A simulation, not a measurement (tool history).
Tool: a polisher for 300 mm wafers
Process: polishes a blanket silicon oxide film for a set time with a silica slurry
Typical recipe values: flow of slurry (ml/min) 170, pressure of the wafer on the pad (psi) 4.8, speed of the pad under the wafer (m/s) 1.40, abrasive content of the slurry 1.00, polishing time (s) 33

| run | hour | flow of slurry (ml/min) | pressure of the wafer on the pad (psi) | speed of the pad under the wafer (m/s) | abrasive content of the slurry | polishing time (s) | wafers since the last listed run | wafers polished on this pad | hours since the slurry nozzle was cleaned | hours since the head pressure was calibrated | hours since the slurry blender was calibrated | hours since the conditioning disc was replaced | incoming thickness of the incoming film, nm | film removed (angstrom) |
|---|---|---|---|---|---|---|---|---|---|---|---|---|---|---|
| 1 | 0.0 | 170 | 4.8 | 1.40 | 1.00 | 33 | 0 | 1194 | 503.7 | 597.1 | 108.0 | 115.8 | 1846.4 | 1476 |
| 2 | 8.8 | 170 | 4.8 | 1.40 | 1.00 | 33 | 77 | 1271 | 512.5 | 605.9 | 116.8 | 124.6 | 1799.8 | 1506 |
|  | 24.1 | worn pad replaced by a new one |
| 3 | 24.6 | 170 | 4.8 | 1.40 | 1.00 | 33 | 103 | 4 | 528.3 | 621.7 | 132.6 | 140.4 | 1854.9 | 1483 |
|  | 36.1 | slurry blender recalibrated |
| 4 | 38.5 | 170 | 4.8 | 1.40 | 1.00 | 33 | 104 | 108 | 542.2 | 635.6 | 2.4 | 154.3 | 1863.2 | 1439 |
| 5 | 50.8 | 170 | 4.8 | 1.40 | 1.00 | 33 | 107 | 215 | 554.5 | 647.9 | 14.7 | 166.6 | 1819.5 | 1470 |
| 6 | 57.6 | 170 | 5.7 | 1.40 | 1.00 | 33 | 59 | 275 | 561.3 | 654.7 | 21.5 | 173.4 | 1839.9 | 1735 |
| 7 | 65.2 | 170 | 5.7 | 1.40 | 1.00 | 33 | 66 | 341 | 568.9 | 662.3 | 29.1 | 181.0 | 1846.9 | 1758 |
| 8 | 81.2 | 170 | 4.8 | 1.40 | 1.00 | 33 | 140 | 481 | 584.9 | 678.3 | 45.1 | 197.0 | 1849.4 | 1474 |
| 9 | 96.0 | 170 | 5.4 | 1.84 | 1.00 | 33 | 129 | 611 | 599.7 | 693.1 | 59.9 | 211.8 | 1870.6 | 2052 |
|  | 104.3 | head pressure recalibrated |
|  | 113.1 | conditioning disc replaced and pad reconditioned |
| 10 | 116.5 | 170 | 6.0 | 1.54 | 0.85 | 33 | 144 | 755 | 620.2 | 12.2 | 80.4 | 3.4 | 1855.7 | 1901 |
| 11 | 123.5 | 170 | 4.8 | 1.40 | 1.00 | 33 | 61 | 817 | 627.2 | 19.2 | 87.4 | 10.4 | 1839.5 | 1464 |
|  | 127.6 | slurry nozzle cleaned |
| 12 | 133.7 | 170 | 3.7 | 1.16 | 0.90 | 38 | 80 | 897 | 6.1 | 29.4 | 97.6 | 20.6 | 1834.5 | 1022 |
|  | 150.2 | slurry blender recalibrated |
|  | 164.4 | worn pad replaced by a new one |
|  | 179.4 | slurry nozzle cleaned, repeated, since the last time left the tool worse |
| 13 | 184.8 | 170 | 4.8 | 1.40 | 1.00 | 29 | 386 | 169 | 5.4 | 80.5 | 34.6 | 71.7 | 1820.8 | 1354 |
| 14 | 196.0 | 170 | 6.0 | 1.54 | 0.85 | 33 | 98 | 267 | 16.6 | 91.7 | 45.8 | 82.9 | 1838.5 | 1962 |
| 15 | 212.1 | 170 | 4.2 | 1.68 | 0.85 | 22 | 140 | 408 | 32.7 | 107.8 | 61.9 | 99.0 | 1837.9 | 987 |
| 16 | 226.7 | 170 | 4.8 | 1.40 | 1.00 | 33 | 127 | 536 | 47.3 | 122.4 | 76.5 | 113.6 | 1840.5 | 1512 |
| 17 | 238.7 | 170 | 4.8 | 1.40 | 1.30 | 33 | 105 | 641 | 59.3 | 134.4 | 88.5 | 125.6 | 1814.2 | 1641 |

Each row is a separate what-if for the run after 17, all from the same tool condition, not one after another. Results?
| A | 239.1 | 170 | 4.8 | 1.40 | 1.00 | 33 | 3 | 644 | 59.7 | 134.8 | 88.9 | 126.0 | 1808.5 | ? |
| B | 239.1 | 170 | 4.3 | 1.40 | 1.00 | 25 | 3 | 644 | 59.7 | 134.8 | 88.9 | 126.0 | 1808.5 | ? |
| C | 239.1 | 170 | 4.8 | 1.40 | 1.15 | 42 | 3 | 644 | 59.7 | 134.8 | 88.9 | 126.0 | 1808.5 | ? |
| D | 239.1 | 170 | 3.8 | 1.40 | 1.00 | 39 | 3 | 644 | 59.7 | 134.8 | 88.9 | 126.0 | 1808.5 | ? |

| run | film removed (angstrom) |
|---|---|
| A | 1514 |
| B | 1027 |
| C | 2004 |
| D | 1416 |
The same runs, with their run-to-run variation unchanged, on a tool lacking any hidden condition would have given:
| run | film removed (angstrom) |
|---|---|
| A | 1532 |
| B | 1040 |
| C | 2028 |
| D | 1433 |

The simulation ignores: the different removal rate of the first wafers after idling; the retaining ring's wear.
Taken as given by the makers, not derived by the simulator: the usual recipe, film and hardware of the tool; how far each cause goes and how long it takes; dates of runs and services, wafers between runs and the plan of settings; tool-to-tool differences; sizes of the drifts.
